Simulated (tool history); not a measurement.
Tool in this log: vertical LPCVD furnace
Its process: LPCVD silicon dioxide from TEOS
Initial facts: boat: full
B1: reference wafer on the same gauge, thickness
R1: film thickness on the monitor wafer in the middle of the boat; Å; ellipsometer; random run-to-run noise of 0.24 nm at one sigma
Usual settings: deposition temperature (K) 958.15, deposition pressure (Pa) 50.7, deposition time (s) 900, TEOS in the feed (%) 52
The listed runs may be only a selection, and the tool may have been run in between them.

run 1 hour=0.0 | deposition_temperature_(K)=958.15 deposition_pressure_(Pa)=50.7 deposition_time_(s)=900 TEOS_in_the_feed_(%)=52 | B1=89.11 | R1=758.2
run 2 hour=100.2 | deposition_temperature_(K)=958.15 deposition_pressure_(Pa)=50.7 deposition_time_(s)=900 TEOS_in_the_feed_(%)=52 | B1=89.01 | R1=756.2
run 3 hour=190.0 | deposition_temperature_(K)=958.15 deposition_pressure_(Pa)=50.7 deposition_time_(s)=900 TEOS_in_the_feed_(%)=52 | B1=89.05 | R1=755.6
run 4 hour=272.9 | deposition_temperature_(K)=958.15 deposition_pressure_(Pa)=50.7 deposition_time_(s)=900 TEOS_in_the_feed_(%)=52 | B1=89.08 | R1=758.6
run 5 hour=345.9 | deposition_temperature_(K)=958.15 deposition_pressure_(Pa)=50.7 deposition_time_(s)=900 TEOS_in_the_feed_(%)=52 | B1=89.10 | R1=754.6
run 6 hour=429.5 | deposition_temperature_(K)=958.15 deposition_pressure_(Pa)=50.7 deposition_time_(s)=900 TEOS_in_the_feed_(%)=52 | B1=89.13 | R1=760.4
run 7 hour=497.7 | deposition_temperature_(K)=958.15 deposition_pressure_(Pa)=57.3 deposition_time_(s)=900 TEOS_in_the_feed_(%)=55 | B1=89.09 | R1=830.8
run 8 hour=592.7 | deposition_temperature_(K)=958.15 deposition_pressure_(Pa)=57.3 deposition_time_(s)=900 TEOS_in_the_feed_(%)=55 | B1=89.11 | R1=828.6
run 9 hour=660.0 | deposition_temperature_(K)=958.15 deposition_pressure_(Pa)=50.7 deposition_time_(s)=900 TEOS_in_the_feed_(%)=52 | B1=89.15 | R1=752.8
run 10 hour=696.1 | deposition_temperature_(K)=958.15 deposition_pressure_(Pa)=50.7 deposition_time_(s)=900 TEOS_in_the_feed_(%)=52 | B1=89.04 | R1=758.8
-- hour=912.2 thermocouples replaced and temperature profile calibrated
run 11 hour=937.8 | deposition_temperature_(K)=958.15 deposition_pressure_(Pa)=50.7 deposition_time_(s)=900 TEOS_in_the_feed_(%)=52 | B1=89.12 | R1=762.7
-- hour=998.2 pressure gauge zeroed
run 12 hour=1021.5 | deposition_temperature_(K)=958.15 deposition_pressure_(Pa)=58.0 deposition_time_(s)=900 TEOS_in_the_feed_(%)=52 | B1=89.08 | R1=811.0
run 13 hour=1083.9 | deposition_temperature_(K)=958.15 deposition_pressure_(Pa)=59.3 deposition_time_(s)=810 TEOS_in_the_feed_(%)=52 | B1=89.03 | R1=738.1
-- hour=1141.9 TEOS flow controller replaced
run 14 hour=1174.7 | deposition_temperature_(K)=950.15 deposition_pressure_(Pa)=50.7 deposition_time_(s)=900 TEOS_in_the_feed_(%)=59 | B1=89.07 | R1=664.4
-- hour=1198.2 gauge calibrated
run 15 hour=1275.7 | deposition_temperature_(K)=962.15 deposition_pressure_(Pa)=40.7 deposition_time_(s)=1260 TEOS_in_the_feed_(%)=55 | B1=89.17 | R1=1078.4
run 16 hour=1366.8 | deposition_temperature_(K)=950.15 deposition_pressure_(Pa)=40.0 deposition_time_(s)=690 TEOS_in_the_feed_(%)=58 | B1=89.00 | R1=448.5
run 17 hour=1434.6 | deposition_temperature_(K)=958.15 deposition_pressure_(Pa)=60.7 deposition_time_(s)=900 TEOS_in_the_feed_(%)=52 | B1=89.10 | R1=828.3
run 18 hour=1532.9 | deposition_temperature_(K)=958.15 deposition_pressure_(Pa)=50.7 deposition_time_(s)=900 TEOS_in_the_feed_(%)=52 | B1=88.96 | R1=758.1
run 19 hour=1668.6 | deposition_temperature_(K)=965.15 deposition_pressure_(Pa)=54.7 deposition_time_(s)=900 TEOS_in_the_feed_(%)=55 | B1=89.12 | R1=955.1
run 20 hour=1765.7 | deposition_temperature_(K)=961.15 deposition_pressure_(Pa)=50.7 deposition_time_(s)=1050 TEOS_in_the_feed_(%)=46 | B1=89.10 | R1=893.9
run 21 hour=1835.8 | deposition_temperature_(K)=950.15 deposition_pressure_(Pa)=40.7 deposition_time_(s)=900 TEOS_in_the_feed_(%)=56 | B1=89.05 | R1=579.4

Run 22 has not been measured yet. What should we expect?
run 22 hour=1874.1 | deposition_temperature_(K)=970.15 deposition_pressure_(Pa)=50.7 deposition_time_(s)=900 TEOS_in_the_feed_(%)=52 | B1=? | R1=?

B1: 89.06
R1: 1009.6 Å
Take away the tool's hidden state, keep the run-to-run variation as it was, and the same run would have given R1 1009.6 Å.

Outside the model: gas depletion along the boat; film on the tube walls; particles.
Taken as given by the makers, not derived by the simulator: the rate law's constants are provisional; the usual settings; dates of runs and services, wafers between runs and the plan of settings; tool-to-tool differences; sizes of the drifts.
